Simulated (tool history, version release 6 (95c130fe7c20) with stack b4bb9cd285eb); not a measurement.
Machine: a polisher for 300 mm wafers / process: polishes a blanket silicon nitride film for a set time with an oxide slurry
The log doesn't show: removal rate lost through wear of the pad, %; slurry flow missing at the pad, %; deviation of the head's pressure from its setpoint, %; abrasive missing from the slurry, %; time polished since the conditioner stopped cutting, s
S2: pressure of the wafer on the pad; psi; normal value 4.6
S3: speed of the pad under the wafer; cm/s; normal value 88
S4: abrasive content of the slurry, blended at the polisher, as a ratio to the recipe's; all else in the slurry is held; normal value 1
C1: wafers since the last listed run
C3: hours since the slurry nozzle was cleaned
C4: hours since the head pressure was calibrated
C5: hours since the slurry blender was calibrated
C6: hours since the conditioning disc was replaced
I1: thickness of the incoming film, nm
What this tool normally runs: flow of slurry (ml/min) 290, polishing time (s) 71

{"run": 1, "day": 0.0, "flow of slurry (ml/min)": 290, "S2": 5.1, "S3": 88, "S4": 1, "polishing time (s)": 71, "C1": 0, "wafers polished on this pad": 699, "C3": 895.4, "C4": 1093, "C5": 77, "C6": 87.7, "I1": 309.2, "film removed (Å)": 508}
{"run": 2, "day": 2.008, "flow of slurry (ml/min)": 290, "S2": 5.1, "S3": 88, "S4": 1, "polishing time (s)": 71, "C1": 348, "wafers polished on this pad": 1047, "C3": 943.6, "C4": 1141.2, "C5": 125.2, "C6": 135.9, "I1": 312.5, "film removed (Å)": 507}
{"day": 2.483, "done": "slurry nozzle cleaned"}
{"run": 3, "day": 3.683, "flow of slurry (ml/min)": 360, "S2": 4.6, "S3": 88, "S4": 1, "polishing time (s)": 71, "C1": 283, "wafers polished on this pad": 1331, "C3": 28.8, "C4": 1181.4, "C5": 165.4, "C6": 176.1, "I1": 308.7, "film removed (Å)": 472}
{"day": 5.267, "done": "worn pad replaced by a new one"}
{"day": 6.104, "done": "slurry blender recalibrated"}
{"run": 4, "day": 7.167, "flow of slurry (ml/min)": 360, "S2": 4.6, "S3": 88, "S4": 1, "polishing time (s)": 71, "C1": 561, "wafers polished on this pad": 315, "C3": 112.4, "C4": 1265, "C5": 25.5, "C6": 259.7, "I1": 309.2, "film removed (Å)": 484}
{"run": 5, "day": 8.825, "flow of slurry (ml/min)": 340, "S2": 4.6, "S3": 88, "S4": 1, "polishing time (s)": 71, "C1": 287, "wafers polished on this pad": 603, "C3": 152.2, "C4": 1304.8, "C5": 65.3, "C6": 299.5, "I1": 311.5, "film removed (Å)": 495}
{"day": 10.742, "done": "conditioning disc replaced and pad reconditioned"}
{"run": 6, "day": 11.562, "flow of slurry (ml/min)": 245, "S2": 4.6, "S3": 88, "S4": 1, "polishing time (s)": 58, "C1": 460, "wafers polished on this pad": 1064, "C3": 217.9, "C4": 1370.5, "C5": 131, "C6": 19.7, "I1": 305.8, "film removed (Å)": 379}
{"run": 7, "day": 13.688, "flow of slurry (ml/min)": 245, "S2": 4.6, "S3": 88, "S4": 1, "polishing time (s)": 58, "C1": 369, "wafers polished on this pad": 1433, "C3": 268.9, "C4": 1421.5, "C5": 182, "C6": 70.7, "I1": 312, "film removed (Å)": 367}
{"day": 15.617, "done": "worn pad replaced by a new one"}
{"run": 8, "day": 15.658, "flow of slurry (ml/min)": 245, "S2": 4.6, "S3": 88, "S4": 1, "polishing time (s)": 58, "C1": 313, "wafers polished on this pad": 7, "C3": 316.2, "C4": 1468.8, "C5": 229.3, "C6": 118, "I1": 308, "film removed (Å)": 348}
{"day": 17.883, "done": "slurry blender recalibrated"}
{"run": 9, "day": 19.896, "flow of slurry (ml/min)": 290, "S2": 4.6, "S3": 110, "S4": 1, "polishing time (s)": 71, "C1": 721, "wafers polished on this pad": 728, "C3": 417.9, "C4": 1570.5, "C5": 48.3, "C6": 219.7, "I1": 311.6, "film removed (Å)": 510}
{"day": 21.212, "done": "head pressure recalibrated"}
{"run": 10, "day": 21.467, "flow of slurry (ml/min)": 290, "S2": 5.8, "S3": 104, "S4": 1, "polishing time (s)": 71, "C1": 258, "wafers polished on this pad": 987, "C3": 455.6, "C4": 6.1, "C5": 86, "C6": 257.4, "I1": 308.4, "film removed (Å)": 594}
{"run": 11, "day": 24.692, "flow of slurry (ml/min)": 320, "S2": 4.6, "S3": 80, "S4": 0.8, "polishing time (s)": 83, "C1": 560, "wafers polished on this pad": 1547, "C3": 533, "C4": 83.5, "C5": 163.4, "C6": 334.8, "I1": 310.5, "film removed (Å)": 401}
{"day": 26.679, "done": "conditioning disc replaced and pad reconditioned"}
{"day": 26.75, "done": "worn pad replaced by a new one, repeated, since the last time left the tool worse"}
{"run": 12, "day": 28.508, "flow of slurry (ml/min)": 290, "S2": 4.6, "S3": 88, "S4": 1, "polishing time (s)": 71, "C1": 636, "wafers polished on this pad": 305, "C3": 624.6, "C4": 175.1, "C5": 255, "C6": 43.9, "I1": 316.3, "film removed (Å)": 480}
{"day": 29.446, "done": "slurry blender recalibrated"}
{"run": 13, "day": 32.017, "flow of slurry (ml/min)": 330, "S2": 4.6, "S3": 64, "S4": 1, "polishing time (s)": 62, "C1": 594, "wafers polished on this pad": 899, "C3": 708.8, "C4": 259.3, "C5": 61.7, "C6": 128.1, "I1": 309.8, "film removed (Å)": 327}
{"day": 34.346, "done": "slurry nozzle cleaned"}
{"run": 14, "day": 35.379, "flow of slurry (ml/min)": 320, "S2": 4.6, "S3": 80, "S4": 0.8, "polishing time (s)": 83, "C1": 576, "wafers polished on this pad": 1476, "C3": 24.8, "C4": 340, "C5": 142.4, "C6": 208.8, "I1": 310.1, "film removed (Å)": 465}
{"day": 37.171, "done": "worn pad replaced by a new one"}
{"run": 15, "day": 38.571, "flow of slurry (ml/min)": 245, "S2": 4.6, "S3": 88, "S4": 1, "polishing time (s)": 58, "C1": 525, "wafers polished on this pad": 243, "C3": 101.4, "C4": 416.6, "C5": 219, "C6": 285.4, "I1": 313, "film removed (Å)": 383}
{"day": 39.9, "done": "slurry blender recalibrated"}
{"day": 40.817, "done": "conditioning disc replaced and pad reconditioned"}
{"run": 16, "day": 42.533, "flow of slurry (ml/min)": 210, "S2": 6, "S3": 88, "S4": 1, "polishing time (s)": 84, "C1": 659, "wafers polished on this pad": 902, "C3": 196.5, "C4": 511.7, "C5": 63.2, "C6": 41.2, "I1": 310.6, "film removed (Å)": 659}
{"day": 46.029, "done": "worn pad replaced by a new one"}
{"run": 17, "day": 46.05, "flow of slurry (ml/min)": 290, "S2": 5.6, "S3": 78, "S4": 1, "polishing time (s)": 71, "C1": 581, "wafers polished on this pad": 3, "C3": 280.9, "C4": 596.1, "C5": 147.6, "C6": 125.6, "I1": 310, "film removed (Å)": 515}
{"run": 18, "day": 47.642, "flow of slurry (ml/min)": 335, "S2": 5.4, "S3": 88, "S4": 0.85, "polishing time (s)": 52, "C1": 276, "wafers polished on this pad": 279, "C3": 319.1, "C4": 634.3, "C5": 185.8, "C6": 163.8, "I1": 312, "film removed (Å)": 384}

Predict the results of run 19:
{"run": 19, "day": 50.483, "flow of slurry (ml/min)": 290, "S2": 5.5, "S3": 96, "S4": 1.25, "polishing time (s)": 71, "C1": 493, "wafers polished on this pad": 773, "C3": 387.3, "C4": 702.5, "C5": 254, "C6": 232, "I1": 308.6, "film removed (Å)": "?"}

{"run 19": {"film removed (Å)": 662}}
With no hidden state in the tool, this same run would have given film removed (Å) 671.

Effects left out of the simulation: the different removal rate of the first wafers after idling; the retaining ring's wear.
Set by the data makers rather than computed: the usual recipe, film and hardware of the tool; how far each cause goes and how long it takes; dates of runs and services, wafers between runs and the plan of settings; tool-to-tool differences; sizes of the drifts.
